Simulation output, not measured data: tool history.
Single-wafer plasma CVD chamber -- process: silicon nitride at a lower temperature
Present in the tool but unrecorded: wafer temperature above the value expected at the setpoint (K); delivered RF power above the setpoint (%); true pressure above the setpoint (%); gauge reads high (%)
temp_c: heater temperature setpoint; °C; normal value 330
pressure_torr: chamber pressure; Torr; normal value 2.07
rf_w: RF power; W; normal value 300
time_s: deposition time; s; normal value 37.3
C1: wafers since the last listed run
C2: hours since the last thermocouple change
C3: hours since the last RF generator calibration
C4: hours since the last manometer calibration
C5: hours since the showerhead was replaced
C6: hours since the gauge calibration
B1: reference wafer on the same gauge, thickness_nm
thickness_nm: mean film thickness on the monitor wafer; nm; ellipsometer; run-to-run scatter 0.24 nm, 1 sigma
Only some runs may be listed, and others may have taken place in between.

{"run": 1, "hour": 0.0, "temp_c": 325, "pressure_torr": 1.77, "rf_w": 300, "time_s": 37.3, "C1": 0, "C2": 1958.2, "C3": 1440.2, "C4": 1504.4, "C5": 4519.2, "C6": 822.2, "B1": 40.681, "thickness_nm": 44.802}
{"run": 2, "hour": 40.8, "temp_c": 330, "pressure_torr": 1.8, "rf_w": 300, "time_s": 37.3, "C1": 956, "C2": 1999, "C3": 1481, "C4": 1545.2, "C5": 4560, "C6": 863, "B1": 40.699, "thickness_nm": 45.117}
{"run": 3, "hour": 208.2, "temp_c": 330, "pressure_torr": 1.8, "rf_w": 300, "time_s": 37.3, "C1": 3925, "C2": 2166.4, "C3": 1648.4, "C4": 1712.6, "C5": 4727.4, "C6": 1030.4, "B1": 40.753, "thickness_nm": 45.057}
{"run": 4, "hour": 254.0, "temp_c": 330, "pressure_torr": 2.07, "rf_w": 300, "time_s": 37.3, "C1": 1074, "C2": 2212.2, "C3": 1694.2, "C4": 1758.4, "C5": 4773.2, "C6": 1076.2, "B1": 40.69, "thickness_nm": 47.814}
{"run": 5, "hour": 300.7, "temp_c": 330, "pressure_torr": 2.07, "rf_w": 300, "time_s": 37.3, "C1": 1095, "C2": 2258.9, "C3": 1740.9, "C4": 1805.1, "C5": 4819.9, "C6": 1122.9, "B1": 40.756, "thickness_nm": 47.765}
{"run": 6, "hour": 356.5, "temp_c": 330, "pressure_torr": 2.07, "rf_w": 300, "time_s": 37.3, "C1": 1308, "C2": 2314.7, "C3": 1796.7, "C4": 1860.9, "C5": 4875.7, "C6": 1178.7, "B1": 40.663, "thickness_nm": 47.806}
{"hour": 368.1, "done": "RF generator calibrated"}
{"hour": 384.4, "done": "thermocouple changed; heater temperature recalibrated"}
{"run": 7, "hour": 394.8, "temp_c": 330, "pressure_torr": 2.07, "rf_w": 300, "time_s": 37.3, "C1": 522, "C2": 10.4, "C3": 26.7, "C4": 1899.2, "C5": 4914, "C6": 1217, "B1": 40.761, "thickness_nm": 45.346}
{"run": 8, "hour": 438.0, "temp_c": 343, "pressure_torr": 2.07, "rf_w": 300, "time_s": 40.1, "C1": 1013, "C2": 53.6, "C3": 69.9, "C4": 1942.4, "C5": 4957.2, "C6": 1260.2, "B1": 40.691, "thickness_nm": 48.659}
{"hour": 459.6, "done": "showerhead replaced"}
{"run": 9, "hour": 474.0, "temp_c": 330, "pressure_torr": 2.32, "rf_w": 300, "time_s": 41.6, "C1": 656, "C2": 89.6, "C3": 105.9, "C4": 1978.4, "C5": 14.4, "C6": 1296.2, "B1": 40.662, "thickness_nm": 52.838}
{"run": 10, "hour": 541.6, "temp_c": 340, "pressure_torr": 2.07, "rf_w": 315, "time_s": 37.3, "C1": 1585, "C2": 157.2, "C3": 173.5, "C4": 2046, "C5": 82, "C6": 1363.8, "B1": 40.672, "thickness_nm": 47.554}
{"run": 11, "hour": 584.9, "temp_c": 330, "pressure_torr": 2.37, "rf_w": 355, "time_s": 39.8, "C1": 1015, "C2": 200.5, "C3": 216.8, "C4": 2089.3, "C5": 125.3, "C6": 1407.1, "B1": 40.731, "thickness_nm": 58.574}
{"hour": 663.2, "done": "RF generator calibrated, repeated, since the last time left the tool worse"}
{"run": 12, "hour": 669.3, "temp_c": 319, "pressure_torr": 1.81, "rf_w": 250, "time_s": 30.4, "C1": 1791, "C2": 284.9, "C3": 6.1, "C4": 2173.7, "C5": 209.7, "C6": 1491.5, "B1": 40.691, "thickness_nm": 32.174}
{"run": 13, "hour": 719.6, "temp_c": 322, "pressure_torr": 1.87, "rf_w": 350, "time_s": 32.9, "C1": 1179, "C2": 335.2, "C3": 56.4, "C4": 2224, "C5": 260, "C6": 1541.8, "B1": 40.627, "thickness_nm": 45.983}
{"hour": 751.3, "done": "capacitance manometer re-zeroed and calibrated"}
{"run": 14, "hour": 751.8, "temp_c": 330, "pressure_torr": 2.07, "rf_w": 300, "time_s": 37.3, "C1": 567, "C2": 367.4, "C3": 88.6, "C4": 0.5, "C5": 292.2, "C6": 1574, "B1": 40.68, "thickness_nm": 48.833}
{"run": 15, "hour": 816.6, "temp_c": 330, "pressure_torr": 1.84, "rf_w": 300, "time_s": 44, "C1": 1519, "C2": 432.2, "C3": 153.4, "C4": 65.3, "C5": 357, "C6": 1638.8, "B1": 40.743, "thickness_nm": 54.527}
{"run": 16, "hour": 860.4, "temp_c": 330, "pressure_torr": 2.07, "rf_w": 300, "time_s": 37.3, "C1": 1027, "C2": 476, "C3": 197.2, "C4": 109.1, "C5": 400.8, "C6": 1682.6, "B1": 40.771, "thickness_nm": 48.972}
{"run": 17, "hour": 914.3, "temp_c": 325, "pressure_torr": 1.79, "rf_w": 350, "time_s": 32.3, "C1": 1264, "C2": 529.9, "C3": 251.1, "C4": 163, "C5": 454.7, "C6": 1736.5, "B1": 40.617, "thickness_nm": 44.665}
{"hour": 961.5, "done": "gauge calibrated"}
{"run": 18, "hour": 980.3, "temp_c": 330, "pressure_torr": 2.36, "rf_w": 300, "time_s": 44.1, "C1": 1547, "C2": 595.9, "C3": 317.1, "C4": 229, "C5": 520.7, "C6": 18.8, "B1": 40.798, "thickness_nm": 61.384}
{"run": 19, "hour": 1039.5, "temp_c": 330, "pressure_torr": 1.89, "rf_w": 300, "time_s": 40.5, "C1": 1388, "C2": 655.1, "C3": 376.3, "C4": 288.2, "C5": 579.9, "C6": 78, "B1": 40.662, "thickness_nm": 50.846}
{"run": 20, "hour": 1100.1, "temp_c": 330, "pressure_torr": 1.84, "rf_w": 300, "time_s": 44, "C1": 1421, "C2": 715.7, "C3": 436.9, "C4": 348.8, "C5": 640.5, "C6": 138.6, "B1": 40.766, "thickness_nm": 54.321}
{"run": 21, "hour": 1163.4, "temp_c": 330, "pressure_torr": 2.07, "rf_w": 300, "time_s": 37.3, "C1": 1484, "C2": 779, "C3": 500.2, "C4": 412.1, "C5": 703.8, "C6": 201.9, "B1": 40.651, "thickness_nm": 49.126}
{"run": 22, "hour": 1226.0, "temp_c": 335, "pressure_torr": 2.07, "rf_w": 300, "time_s": 37.3, "C1": 1468, "C2": 841.6, "C3": 562.8, "C4": 474.7, "C5": 766.4, "C6": 264.5, "B1": 40.676, "thickness_nm": 48.572}
{"run": 23, "hour": 1284.2, "temp_c": 318, "pressure_torr": 1.75, "rf_w": 300, "time_s": 30.2, "C1": 1364, "C2": 899.8, "C3": 621, "C4": 532.9, "C5": 824.6, "C6": 322.7, "B1": 40.733, "thickness_nm": 36.444}
{"run": 24, "hour": 1313.7, "temp_c": 318, "pressure_torr": 2.07, "rf_w": 300, "time_s": 37.3, "C1": 691, "C2": 929.3, "C3": 650.5, "C4": 562.4, "C5": 854.1, "C6": 352.2, "B1": 40.677, "thickness_nm": 48.907}
{"run": 25, "hour": 1372.9, "temp_c": 330, "pressure_torr": 2.07, "rf_w": 245, "time_s": 37.3, "C1": 1388, "C2": 988.5, "C3": 709.7, "C4": 621.6, "C5": 913.3, "C6": 411.4, "B1": 40.613, "thickness_nm": 40.783}
{"run": 26, "hour": 1435.3, "temp_c": 335, "pressure_torr": 2.07, "rf_w": 300, "time_s": 37.3, "C1": 1463, "C2": 1050.9, "C3": 772.1, "C4": 684, "C5": 975.7, "C6": 473.8, "B1": 40.716, "thickness_nm": 48.831}
{"run": 27, "hour": 1471.0, "temp_c": 330, "pressure_torr": 2.07, "rf_w": 300, "time_s": 30.5, "C1": 837, "C2": 1086.6, "C3": 807.8, "C4": 719.7, "C5": 1011.4, "C6": 509.5, "B1": 40.694, "thickness_nm": 39.725}
{"run": 28, "hour": 1506.6, "temp_c": 321, "pressure_torr": 2.07, "rf_w": 280, "time_s": 37.3, "C1": 834, "C2": 1122.2, "C3": 843.4, "C4": 755.3, "C5": 1047, "C6": 545.1, "B1": 40.68, "thickness_nm": 46.123}

Hidden state, per run?
wafer temperature above the value expected at the setpoint (K): 0 in every run
true pressure above the setpoint (%): 0 in every run
gauge reads high (%): 0 in every run
H1: delivered RF power above the setpoint (%)
run=1 H1=-2.7
run=2 H1=-2.85
run=3 H1=-3.49
run=4 H1=-3.68
run=5 H1=-3.87
run=6 H1=-4.11
run=7 H1=-9.16
run=8 H1=-9.17
run=9 H1=-9.18
run=10 H1=-9.2
run=11 H1=-9.22
run=12 H1=-0.718
run=13 H1=-0.721
run=14 H1=-0.727
run=15 H1=-0.746
run=16 H1=-0.765
run=17 H1=-0.795
run=18 H1=-0.84
run=19 H1=-0.89
run=20 H1=-0.951
run=21 H1=-1.02
run=22 H1=-1.1
run=23 H1=-1.19
run=24 H1=-1.23
run=25 H1=-1.33
run=26 H1=-1.45
run=27 H1=-1.51
run=28 H1=-1.59

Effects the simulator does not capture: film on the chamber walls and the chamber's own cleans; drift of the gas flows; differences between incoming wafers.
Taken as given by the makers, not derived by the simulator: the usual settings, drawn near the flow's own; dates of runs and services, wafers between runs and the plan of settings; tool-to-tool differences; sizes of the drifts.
